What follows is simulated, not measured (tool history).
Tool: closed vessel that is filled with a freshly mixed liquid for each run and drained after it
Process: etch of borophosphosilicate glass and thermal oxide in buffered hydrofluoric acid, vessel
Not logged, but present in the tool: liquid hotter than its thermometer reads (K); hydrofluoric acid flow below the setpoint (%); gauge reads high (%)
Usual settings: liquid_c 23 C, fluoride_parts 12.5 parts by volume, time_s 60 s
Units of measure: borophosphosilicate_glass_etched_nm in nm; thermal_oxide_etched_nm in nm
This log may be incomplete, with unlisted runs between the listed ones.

| run | day | liquid_c | fluoride_parts | time_s | wafers since the last listed run | hours since the thermometer was replaced | hours since the hydrofluoric acid flow meter was replaced | hours since the gauge calibration | read-back film thickness of the borophosphosilicate glass reference wafer, read on the same gauge (nm) | read-back film thickness of the thermal oxide reference wafer, read on the same gauge (nm) | borophosphosilicate_glass_etched_nm | thermal_oxide_etched_nm |
|---|---|---|---|---|---|---|---|---|---|---|---|---|
| 1 | 0 | 23 | 12.5 | 80 | 0 | 2335.6 | 1463.8 | 212.6 | 150 | 49.98 | 88.84 | 68.14 |
| 2 | 0.271 | 23 | 12.5 | 80 | 538 | 2342.1 | 1470.3 | 219.1 | 149.99 | 50.02 | 89.62 | 68.6 |
| 3 | 0.654 | 23 | 12.5 | 80 | 762 | 2351.3 | 1479.5 | 228.3 | 149.98 | 49.96 | 89.45 | 68.33 |
| 4 | 1.104 | 25.5 | 10 | 60 | 895 | 2362.1 | 1490.3 | 239.1 | 149.95 | 50 | 95.74 | 72.07 |
| 5 | 1.412 | 23 | 12.5 | 60 | 613 | 2369.5 | 1497.7 | 246.5 | 149.99 | 50.04 | 67.08 | 51.29 |
| 6 | 2.912 | 23 | 12.5 | 60 | 2984 | 2405.5 | 1533.7 | 282.5 | 149.96 | 49.99 | 67.02 | 50.53 |
| 7 | 3.658 | 23 | 12.5 | 60 | 1484 | 2423.4 | 1551.6 | 300.4 | 149.98 | 49.99 | 66.49 | 50.32 |
| 8 | 4.346 | 23 | 12.5 | 60 | 1367 | 2439.9 | 1568.1 | 316.9 | 150.05 | 50 | 66.72 | 49.75 |
| 9 | 5.083 | 23 | 12.5 | 60 | 1467 | 2457.6 | 1585.8 | 334.6 | 150 | 50 | 66.95 | 49.77 |
|  | 5.742 | gauge calibrated |
| 10 | 5.938 | 23 | 12.5 | 60 | 1699 | 2478.1 | 1606.3 | 4.7 | 150.03 | 49.99 | 66.93 | 50.46 |
| 11 | 6.571 | 23 | 12.5 | 60 | 1260 | 2493.3 | 1621.5 | 19.9 | 150.02 | 50 | 66.44 | 50.73 |
| 12 | 7.108 | 26.5 | 11 | 45 | 1069 | 2506.2 | 1634.4 | 32.8 | 149.99 | 49.97 | 68.28 | 52.23 |
| 13 | 7.642 | 23 | 11 | 60 | 1061 | 2519 | 1647.2 | 45.6 | 149.98 | 50.02 | 74.62 | 57.37 |
| 14 | 7.904 | 23 | 12.5 | 60 | 522 | 2525.3 | 1653.5 | 51.9 | 150.01 | 50.03 | 66.64 | 50.75 |
| 15 | 8.292 | 23 | 8 | 35 | 771 | 2534.6 | 1662.8 | 61.2 | 149.98 | 50.04 | 57.94 | 43.87 |
| 16 | 8.646 | 21 | 11 | 30 | 704 | 2543.1 | 1671.3 | 69.7 | 149.99 | 49.99 | 33.65 | 25.29 |
|  | 9 | hydrofluoric acid flow meter replaced |
| 17 | 9.312 | 23 | 14.5 | 60 | 1243 | 2559.1 | 7.5 | 85.7 | 150.04 | 49.99 | 64.33 | 49.49 |
|  | 9.792 | thermometer replaced |
| 18 | 9.883 | 23 | 12.5 | 90 | 1052 | 2.2 | 21.2 | 99.4 | 150 | 50 | 111.65 | 85.65 |
| 19 | 10.192 | 23 | 12.5 | 95 | 613 | 9.6 | 28.6 | 106.8 | 149.99 | 50.01 | 117.87 | 90.72 |
| 20 | 12.15 | 19.5 | 9 | 35 | 3896 | 56.6 | 75.6 | 153.8 | 149.98 | 49.99 | 47.93 | 35.97 |
| 21 | 12.442 | 23 | 12.5 | 60 | 580 | 63.6 | 82.6 | 160.8 | 149.97 | 49.99 | 74.23 | 55.73 |
| 22 | 13.088 | 23 | 16.5 | 60 | 1285 | 79.1 | 98.1 | 176.3 | 149.95 | 49.99 | 56.65 | 43.18 |

Predict each of these 4 candidate next runs independently; none follows another, all start after run 22:
| A | 13.117 | 23 | 12.5 | 60 | 58 | 79.8 | 98.8 | 177 | ? | ? | ? | ? |
| B | 13.117 | 23 | 10 | 60 | 58 | 79.8 | 98.8 | 177 | ? | ? | ? | ? |
| C | 13.117 | 18 | 12.5 | 60 | 58 | 79.8 | 98.8 | 177 | ? | ? | ? | ? |
| D | 13.117 | 21 | 17 | 60 | 58 | 79.8 | 98.8 | 177 | ? | ? | ? | ? |

| run | read-back film thickness of the borophosphosilicate glass reference wafer, read on the same gauge (nm) | read-back film thickness of the thermal oxide reference wafer, read on the same gauge (nm) | borophosphosilicate_glass_etched_nm | thermal_oxide_etched_nm |
|---|---|---|---|---|
| A | 149.99 | 50 | 74.3 | 56.63 |
| B | 149.99 | 50 | 92.52 | 70.41 |
| C | 149.99 | 50 | 56.38 | 42.83 |
| D | 149.99 | 50 | 49.15 | 37.47 |
Without the tool's hidden state the same runs would have given:
| run | borophosphosilicate_glass_etched_nm | thermal_oxide_etched_nm |
|---|---|---|
| A | 75.46 | 57.51 |
| B | 93.96 | 71.5 |
| C | 57.27 | 43.5 |
| D | 49.93 | 38.06 |

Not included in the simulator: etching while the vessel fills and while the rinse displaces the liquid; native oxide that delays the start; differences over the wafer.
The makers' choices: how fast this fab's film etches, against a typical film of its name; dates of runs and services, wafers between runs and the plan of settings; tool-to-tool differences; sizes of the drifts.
